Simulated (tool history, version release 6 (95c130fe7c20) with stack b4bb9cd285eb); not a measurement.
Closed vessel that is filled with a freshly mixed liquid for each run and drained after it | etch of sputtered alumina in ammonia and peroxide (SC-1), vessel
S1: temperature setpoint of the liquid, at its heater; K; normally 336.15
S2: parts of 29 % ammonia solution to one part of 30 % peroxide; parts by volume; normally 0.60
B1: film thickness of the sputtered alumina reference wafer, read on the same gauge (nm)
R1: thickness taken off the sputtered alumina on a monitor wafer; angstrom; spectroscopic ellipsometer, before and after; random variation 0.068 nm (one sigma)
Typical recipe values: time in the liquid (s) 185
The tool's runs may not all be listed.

Run 1, day 0.000: usual settings; B1 30.01. Result: R1 181.1 angstrom.
Run 2, day 2.379: usual settings but S1 341.15 K; B1 29.97. Result: R1 232.0 angstrom.
Run 3, day 3.796: usual settings but S1 331.65 K; B1 29.96. Result: R1 143.8 angstrom.
Run 4, day 6.317: usual settings but S1 331.65 K; B1 29.99. Result: R1 143.0 angstrom.
Run 5, day 8.771: usual settings; B1 30.01. Result: R1 180.2 angstrom.
Run 6, day 11.579: usual settings; B1 29.99. Result: R1 180.0 angstrom.
At day 13.442: new drum of ammonia solution connected, repeated, since the last time left the tool worse.
Run 7, day 14.354: usual settings; B1 30.01. Result: R1 183.2 angstrom.
Run 8, day 16.075: usual settings; B1 30.01. Result: R1 183.1 angstrom.
Run 9, day 17.825: usual settings; B1 30.04. Result: R1 182.5 angstrom.
Run 10, day 20.604: usual settings; B1 29.98. Result: R1 183.8 angstrom.
Run 11, day 22.692: usual settings but S2 0.35 parts by volume; B1 30.02. Result: R1 173.6 angstrom.
Run 12, day 24.025: usual settings but S1 342.65 K, S2 0.50 parts by volume, time in the liquid (s) 80; B1 29.99. Result: R1 106.6 angstrom.
At day 25.775: ammonia flow meter replaced.
Run 13, day 26.562: usual settings but S1 331.15 K, time in the liquid (s) 290; B1 29.99. Result: R1 220.8 angstrom.
Run 14, day 27.650: usual settings but S1 327.15 K, time in the liquid (s) 125; B1 29.99. Result: R1 76.9 angstrom.
Run 15, day 29.608: usual settings; B1 30.02. Result: R1 182.7 angstrom.
At day 29.829: new drum of ammonia solution connected.
At day 31.550: thermometer replaced.
Run 16, day 32.375: usual settings but S2 0.85 parts by volume, time in the liquid (s) 125; B1 30.02. Result: R1 127.7 angstrom.
Run 17, day 33.758: usual settings; B1 29.99. Result: R1 183.4 angstrom.
Run 18, day 36.496: usual settings but S1 331.15 K, S2 0.90 parts by volume, time in the liquid (s) 220; B1 29.99. Result: R1 173.1 angstrom.
Run 19, day 37.871: usual settings but S1 331.15 K, S2 0.45 parts by volume; B1 30.01. Result: R1 137.4 angstrom.
At day 39.342: gauge calibrated.
Run 20, day 40.138: usual settings; B1 30.02. Result: R1 182.0 angstrom.
Run 21, day 41.962: usual settings but S2 0.85 parts by volume, time in the liquid (s) 230; B1 30.02. Result: R1 234.0 angstrom.
Run 22, day 44.033: usual settings but S1 332.15 K, time in the liquid (s) 280; B1 29.97. Result: R1 226.0 angstrom.
Run 23, day 46.696: usual settings but S1 331.65 K, S2 0.90 parts by volume, time in the liquid (s) 290; B1 30.01. Result: R1 236.6 angstrom.
At day 46.983: new drum of ammonia solution connected.
Run 24, day 50.646: usual settings but S2 0.50 parts by volume; B1 29.99. Result: R1 181.0 angstrom.
Run 25, day 53.450: usual settings; B1 30.01. Result: R1 182.3 angstrom.
Run 26, day 56.254: usual settings; B1 30.02. Result: R1 182.8 angstrom.
Run 27, day 58.067: usual settings; B1 29.97. Result: R1 182.6 angstrom.
Run 28, day 60.062: usual settings but S2 0.70 parts by volume, time in the liquid (s) 235; B1 30.03. Result: R1 237.1 angstrom.

Forecast each of these 4 alternatives for the next run:
Run A, day 60.092: usual settings but time in the liquid (s) 220; B1 ?. Result: R1 ?.
Run B, day 60.092: usual settings but S1 331.65 K, S2 0.80 parts by volume, time in the liquid (s) 150; B1 ?. Result: R1 ?.
Run C, day 60.092: usual settings but S1 339.15 K, S2 0.35 parts by volume, time in the liquid (s) 270; B1 ?. Result: R1 ?.
Run D, day 60.092: usual settings but S1 328.15 K; B1 ?. Result: R1 ?.

run     B1     R1
  A  30.04  217.2
  B  30.04  120.9
  C  30.04  294.1
  D  30.04  120.8
Without the tool's unlogged condition, the same runs would have read:
run     R1
  A  218.3
  B  121.5
  C  295.6
  D  121.4
